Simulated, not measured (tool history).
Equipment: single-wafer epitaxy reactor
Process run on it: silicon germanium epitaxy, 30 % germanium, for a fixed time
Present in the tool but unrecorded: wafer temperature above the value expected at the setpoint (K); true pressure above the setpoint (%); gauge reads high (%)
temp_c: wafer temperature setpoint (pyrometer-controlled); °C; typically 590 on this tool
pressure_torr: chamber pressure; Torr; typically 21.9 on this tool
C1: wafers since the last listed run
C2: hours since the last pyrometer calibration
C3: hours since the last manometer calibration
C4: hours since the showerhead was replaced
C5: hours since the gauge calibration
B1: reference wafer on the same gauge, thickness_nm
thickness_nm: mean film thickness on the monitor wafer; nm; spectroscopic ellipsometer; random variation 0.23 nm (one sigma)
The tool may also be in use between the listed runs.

run 1 day=0.000 | temp_c=590 pressure_torr=18.7 | C1=0 C2=716.7 C3=2404.6 C4=5804.6 C5=267.3 | B1=48.376 | thickness_nm=46.112
run 2 day=1.912 | temp_c=590 pressure_torr=21.9 | C1=1109 C2=762.6 C3=2450.5 C4=5850.5 C5=313.2 | B1=48.366 | thickness_nm=48.162
run 3 day=3.671 | temp_c=590 pressure_torr=23.0 | C1=1020 C2=804.8 C3=2492.7 C4=5892.7 C5=355.4 | B1=48.223 | thickness_nm=48.390
run 4 day=4.921 | temp_c=590 pressure_torr=23.0 | C1=725 C2=834.8 C3=2522.7 C4=5922.7 C5=385.4 | B1=48.194 | thickness_nm=48.482
run 5 day=7.917 | temp_c=590 pressure_torr=17.9 | C1=1738 C2=906.7 C3=2594.6 C4=5994.6 C5=457.3 | B1=48.112 | thickness_nm=45.498
run 6 day=10.529 | temp_c=590 pressure_torr=17.9 | C1=1515 C2=969.4 C3=2657.3 C4=6057.3 C5=520.0 | B1=48.045 | thickness_nm=45.097
-- day=12.429 pyrometer calibrated
run 7 day=12.508 | temp_c=590 pressure_torr=17.9 | C1=954 C2=1.9 C3=2704.8 C4=6104.8 C5=567.5 | B1=48.009 | thickness_nm=45.080
run 8 day=15.433 | temp_c=590 pressure_torr=21.9 | C1=1697 C2=72.1 C3=2775.0 C4=6175.0 C5=637.7 | B1=47.978 | thickness_nm=47.642
run 9 day=18.092 | temp_c=586 pressure_torr=23.6 | C1=1542 C2=135.9 C3=2838.8 C4=6238.8 C5=701.5 | B1=47.970 | thickness_nm=45.464
run 10 day=21.038 | temp_c=600 pressure_torr=23.9 | C1=1709 C2=206.6 C3=2909.5 C4=6309.5 C5=772.2 | B1=48.046 | thickness_nm=58.613
-- day=22.938 showerhead replaced
run 11 day=23.500 | temp_c=603 pressure_torr=19.8 | C1=1235 C2=265.7 C3=2968.6 C4=13.5 C5=831.3 | B1=47.987 | thickness_nm=58.051
-- day=25.208 gauge calibrated
run 12 day=25.354 | temp_c=602 pressure_torr=25.6 | C1=1075 C2=310.2 C3=3013.1 C4=58.0 C5=3.5 | B1=49.052 | thickness_nm=63.039
run 13 day=26.467 | temp_c=582 pressure_torr=20.3 | C1=645 C2=336.9 C3=3039.8 C4=84.7 C5=30.2 | B1=48.921 | thickness_nm=41.136
-- day=30.100 capacitance manometer re-zeroed and calibrated
run 14 day=30.121 | temp_c=590 pressure_torr=21.9 | C1=1926 C2=424.6 C3=0.5 C4=172.4 C5=117.9 | B1=48.675 | thickness_nm=48.631
run 15 day=36.808 | temp_c=602 pressure_torr=25.6 | C1=3880 C2=585.1 C3=161.0 C4=332.9 C5=278.4 | B1=48.387 | thickness_nm=62.875
run 16 day=38.888 | temp_c=590 pressure_torr=24.3 | C1=1206 C2=635.0 C3=210.9 C4=382.8 C5=328.3 | B1=48.270 | thickness_nm=49.567

Here are 5 independent what-if runs from the current tool condition. What would each one return?
run A day=38.904 | temp_c=590 pressure_torr=21.9 | C1=9 C2=635.4 C3=211.3 C4=383.2 C5=328.7 | B1=? | thickness_nm=?
run B day=38.904 | temp_c=575 pressure_torr=16.7 | C1=9 C2=635.4 C3=211.3 C4=383.2 C5=328.7 | B1=? | thickness_nm=?
run C day=38.904 | temp_c=580 pressure_torr=17.0 | C1=9 C2=635.4 C3=211.3 C4=383.2 C5=328.7 | B1=? | thickness_nm=?
run D day=38.904 | temp_c=597 pressure_torr=17.7 | C1=9 C2=635.4 C3=211.3 C4=383.2 C5=328.7 | B1=? | thickness_nm=?
run E day=38.904 | temp_c=596 pressure_torr=23.4 | C1=9 C2=635.4 C3=211.3 C4=383.2 C5=328.7 | B1=? | thickness_nm=?

run=A B1=48.371 thickness_nm=48.163
run=B B1=48.371 thickness_nm=33.923
run=C B1=48.371 thickness_nm=37.393
run=D B1=48.371 thickness_nm=51.398
run=E B1=48.371 thickness_nm=54.672
The same runs, with their run-to-run variation unchanged, on a tool lacking any hidden condition would have given:
run=A thickness_nm=48.842
run=B thickness_nm=34.401
run=C thickness_nm=37.920
run=D thickness_nm=52.123
run=E thickness_nm=55.443
